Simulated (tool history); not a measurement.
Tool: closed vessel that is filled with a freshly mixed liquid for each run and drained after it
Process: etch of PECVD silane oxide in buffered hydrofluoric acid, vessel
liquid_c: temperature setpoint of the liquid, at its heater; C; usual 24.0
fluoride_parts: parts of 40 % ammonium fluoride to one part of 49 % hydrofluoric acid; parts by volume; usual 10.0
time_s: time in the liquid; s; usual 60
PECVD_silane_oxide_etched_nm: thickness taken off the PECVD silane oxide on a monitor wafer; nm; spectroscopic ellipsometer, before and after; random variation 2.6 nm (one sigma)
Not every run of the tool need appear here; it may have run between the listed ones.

| run | hour | liquid_c | fluoride_parts | time_s | read-back film thickness of the PECVD silane oxide reference wafer, read on the same gauge (nm) | PECVD_silane_oxide_etched_nm |
|---|---|---|---|---|---|---|
| 1 | 0.0 | 24.0 | 10.0 | 60 | 29.58 | 253.52 |
| 2 | 89.7 | 24.0 | 10.0 | 60 | 29.44 | 251.79 |
| 3 | 185.6 | 24.0 | 8.5 | 70 | 29.35 | 334.42 |
| 4 | 289.8 | 24.0 | 8.5 | 70 | 29.23 | 334.99 |
| 5 | 367.9 | 24.0 | 10.0 | 60 | 29.12 | 247.26 |
| 6 | 437.2 | 24.0 | 10.0 | 60 | 29.03 | 248.25 |
| 7 | 480.1 | 24.0 | 10.0 | 60 | 29.00 | 250.97 |
|  | 549.9 | hydrofluoric acid flow meter replaced |
| 8 | 568.9 | 24.0 | 10.0 | 60 | 28.89 | 247.63 |
|  | 624.4 | thermometer replaced |
| 9 | 673.6 | 24.0 | 10.0 | 60 | 28.78 | 246.56 |
| 10 | 748.9 | 24.0 | 10.0 | 60 | 28.65 | 244.98 |
| 11 | 828.9 | 22.5 | 13.0 | 60 | 28.58 | 173.10 |
| 12 | 919.6 | 26.5 | 10.0 | 45 | 28.46 | 208.82 |
| 13 | 1001.1 | 27.5 | 13.5 | 75 | 28.37 | 270.25 |
| 14 | 1107.2 | 27.5 | 10.0 | 30 | 28.26 | 146.40 |
| 15 | 1212.9 | 24.0 | 10.0 | 60 | 28.12 | 242.32 |
|  | 1223.2 | hydrofluoric acid flow meter replaced |
| 16 | 1308.1 | 27.0 | 8.5 | 70 | 28.01 | 375.41 |
| 17 | 1356.8 | 22.5 | 8.0 | 90 | 27.94 | 409.23 |
| 18 | 1462.6 | 24.0 | 6.0 | 60 | 27.81 | 382.58 |
| 19 | 1508.2 | 24.0 | 10.0 | 60 | 27.75 | 236.94 |
|  | 1594.1 | gauge calibrated |
| 20 | 1605.0 | 26.0 | 7.0 | 60 | 29.78 | 402.12 |
| 21 | 1809.6 | 28.0 | 11.5 | 35 | 29.53 | 159.06 |
| 22 | 1906.5 | 22.5 | 12.0 | 90 | 29.43 | 293.59 |
|  | 1910.7 | hydrofluoric acid flow meter replaced |
| 23 | 1970.8 | 27.5 | 7.5 | 60 | 29.36 | 390.74 |
| 24 | 2034.7 | 27.0 | 8.5 | 60 | 29.27 | 337.74 |
| 25 | 2093.2 | 21.0 | 6.0 | 30 | 29.20 | 170.61 |
| 26 | 2146.1 | 21.0 | 13.0 | 45 | 29.12 | 122.61 |
| 27 | 2195.4 | 29.0 | 8.5 | 50 | 29.07 | 307.49 |
| 28 | 2274.7 | 24.0 | 10.0 | 60 | 29.00 | 249.21 |
| 29 | 2350.5 | 21.5 | 8.0 | 30 | 28.89 | 129.73 |
|  | 2595.7 | hydrofluoric acid flow meter replaced |
| 30 | 2670.9 | 21.0 | 12.0 | 60 | 28.50 | 175.20 |
|  | 2688.4 | thermometer replaced |
| 31 | 2722.5 | 24.0 | 10.0 | 60 | 28.43 | 248.61 |
| 32 | 2760.7 | 24.0 | 10.0 | 50 | 28.39 | 201.26 |
| 33 | 2801.8 | 22.5 | 8.5 | 45 | 28.34 | 192.23 |

Forecast each of these 3 alternatives for the next run:
| A | 2802.5 | 24.0 | 10.0 | 60 | ? | ? |
| B | 2802.5 | 24.0 | 6.5 | 40 | ? | ? |
| C | 2802.5 | 19.5 | 10.0 | 40 | ? | ? |

| run | read-back film thickness of the PECVD silane oxide reference wafer, read on the same gauge (nm) | PECVD_silane_oxide_etched_nm |
|---|---|---|
| A | 28.36 | 239.98 |
| B | 28.36 | 239.28 |
| C | 28.36 | 124.72 |
Take away the tool's hidden state, keep each run's random variation, and the runs would have read:
| run | PECVD_silane_oxide_etched_nm |
|---|---|
| A | 253.94 |
| B | 253.20 |
| C | 131.97 |
